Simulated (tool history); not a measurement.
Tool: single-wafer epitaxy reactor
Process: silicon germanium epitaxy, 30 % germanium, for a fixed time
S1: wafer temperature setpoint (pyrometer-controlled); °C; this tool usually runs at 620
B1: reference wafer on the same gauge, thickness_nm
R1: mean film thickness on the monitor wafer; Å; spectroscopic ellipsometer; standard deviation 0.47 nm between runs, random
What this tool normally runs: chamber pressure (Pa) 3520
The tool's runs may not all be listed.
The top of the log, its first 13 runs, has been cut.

run 14 day=33.85 | S1=620 chamber_pressure_(Pa)=3520 | B1=97.754 | R1=897.28
run 15 day=36.588 | S1=620 chamber_pressure_(Pa)=3813 | B1=97.683 | R1=915.52
-- day=38.125 gauge calibrated
-- day=38.362 pyrometer calibrated
run 16 day=39.479 | S1=620 chamber_pressure_(Pa)=3520 | B1=100.358 | R1=920.19
-- day=40.742 showerhead replaced
run 17 day=40.762 | S1=628 chamber_pressure_(Pa)=3986 | B1=100.312 | R1=1093.83
run 18 day=43.571 | S1=612 chamber_pressure_(Pa)=3893 | B1=99.947 | R1=845
run 19 day=45.929 | S1=612 chamber_pressure_(Pa)=3893 | B1=99.93 | R1=851.98
run 20 day=47.312 | S1=620 chamber_pressure_(Pa)=3520 | B1=99.822 | R1=926.48
run 21 day=49.925 | S1=620 chamber_pressure_(Pa)=3520 | B1=99.766 | R1=919.98
run 22 day=52.121 | S1=631 chamber_pressure_(Pa)=2653 | B1=99.571 | R1=1002.91
run 23 day=53.671 | S1=620 chamber_pressure_(Pa)=3520 | B1=99.515 | R1=925.58
run 24 day=54.925 | S1=631 chamber_pressure_(Pa)=3840 | B1=99.474 | R1=1121.21
run 25 day=56.038 | S1=631 chamber_pressure_(Pa)=4360 | B1=99.484 | R1=1166.06
run 26 day=57.088 | S1=629 chamber_pressure_(Pa)=2986 | B1=99.401 | R1=1000.81
run 27 day=59.088 | S1=607 chamber_pressure_(Pa)=2986 | B1=99.186 | R1=708.39
run 28 day=60.55 | S1=620 chamber_pressure_(Pa)=3520 | B1=99.182 | R1=919.64
run 29 day=61.971 | S1=613 chamber_pressure_(Pa)=2893 | B1=99.243 | R1=770.87
run 30 day=63.633 | S1=634 chamber_pressure_(Pa)=3013 | B1=99.048 | R1=1074.1
run 31 day=64.958 | S1=609 chamber_pressure_(Pa)=2746 | B1=98.932 | R1=710.35
run 32 day=66.692 | S1=620 chamber_pressure_(Pa)=3520 | B1=98.857 | R1=914.83

Predict each of these 4 candidate next runs independently; none follows another, all start after run 32:
run A day=66.708 | S1=620 chamber_pressure_(Pa)=3520 | B1=? | R1=?
run B day=66.708 | S1=613 chamber_pressure_(Pa)=2933 | B1=? | R1=?
run C day=66.708 | S1=615 chamber_pressure_(Pa)=4280 | B1=? | R1=?
run D day=66.708 | S1=632 chamber_pressure_(Pa)=3186 | B1=? | R1=?

run=A B1=98.869 R1=914.54
run=B B1=98.869 R1=773.22
run=C B1=98.869 R1=904.32
run=D B1=98.869 R1=1061.95
Stripped of hidden state, with their random variation kept, the same runs would have yielded:
run=A R1=930.46
run=B R1=786.68
run=C R1=920.06
run=D R1=1080.44

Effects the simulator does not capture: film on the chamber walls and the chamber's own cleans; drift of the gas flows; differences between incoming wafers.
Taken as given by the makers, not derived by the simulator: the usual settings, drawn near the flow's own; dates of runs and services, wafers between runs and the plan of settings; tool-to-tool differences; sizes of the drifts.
